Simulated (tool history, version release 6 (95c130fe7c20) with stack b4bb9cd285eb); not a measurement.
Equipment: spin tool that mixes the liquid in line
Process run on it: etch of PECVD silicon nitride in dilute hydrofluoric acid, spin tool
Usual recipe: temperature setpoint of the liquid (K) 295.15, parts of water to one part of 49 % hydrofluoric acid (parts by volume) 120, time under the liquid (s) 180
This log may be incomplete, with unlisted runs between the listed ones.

run	day	temperature setpoint of the liquid (K)	parts of water to one part of 49 % hydrofluoric acid (parts by volume)	time under the liquid (s)	wafers since the last listed run	hours since the thermometer was replaced	hours since the hydrofluoric acid flow meter was replaced	hours since the gauge calibration	read-back film thickness of the PECVD silicon nitride reference wafer, read on the same gauge (nm)	thickness taken off the PECVD silicon nitride on a monitor wafer (Å)
1	0.000	295.15	120	180	0	446.7	1945.0	120.6	129.998	26.59
2	0.588	295.15	120	180	113	460.8	1959.1	134.7	130.002	26.57
3	0.925	295.15	120	180	65	468.9	1967.2	142.8	129.985	26.56
4	1.333	295.15	120	180	79	478.7	1977.0	152.6	130.022	27.15
5	1.721	295.15	120	180	75	488.0	1986.3	161.9	129.985	26.74
6	2.300	295.15	120	180	112	501.9	2000.2	175.8	129.995	26.94
7	2.938	295.15	120	180	123	517.2	2015.5	191.1	130.010	27.61
8	3.367	295.15	120	180	83	527.5	2025.8	201.4	130.017	26.60
9	4.108	295.15	95	115	143	545.3	2043.6	219.2	129.973	22.22
10	4.458	295.15	95	115	67	553.7	2052.0	227.6	130.001	21.64
11	4.942	295.15	95	115	93	565.3	2063.6	239.2	130.018	22.19
12	5.408	295.15	120	180	90	576.5	2074.8	250.4	130.008	27.05
13	6.067	295.15	120	180	127	592.3	2090.6	266.2	129.986	27.54
14	6.508	293.65	145	180	85	602.9	2101.2	276.8	129.999	20.98
# day 6.996: gauge calibrated
15	7.033	295.15	120	180	101	615.5	2113.8	0.9	129.997	27.07
16	7.596	299.65	135	180	108	629.0	2127.3	14.4	130.019	33.33

Predict the results of run 17:
17	8.262	295.15	120	255	129	645.0	2143.3	30.4	?	?

{"run 17": {"read-back film thickness of the PECVD silicon nitride reference wafer, read on the same gauge (nm)": 130.023, "thickness taken off the PECVD silicon nitride on a monitor wafer (Å)": 39.21}}
If the tool had no hidden condition, the same run with the same run-to-run variation would have returned thickness taken off the PECVD silicon nitride on a monitor wafer (Å) 32.82.

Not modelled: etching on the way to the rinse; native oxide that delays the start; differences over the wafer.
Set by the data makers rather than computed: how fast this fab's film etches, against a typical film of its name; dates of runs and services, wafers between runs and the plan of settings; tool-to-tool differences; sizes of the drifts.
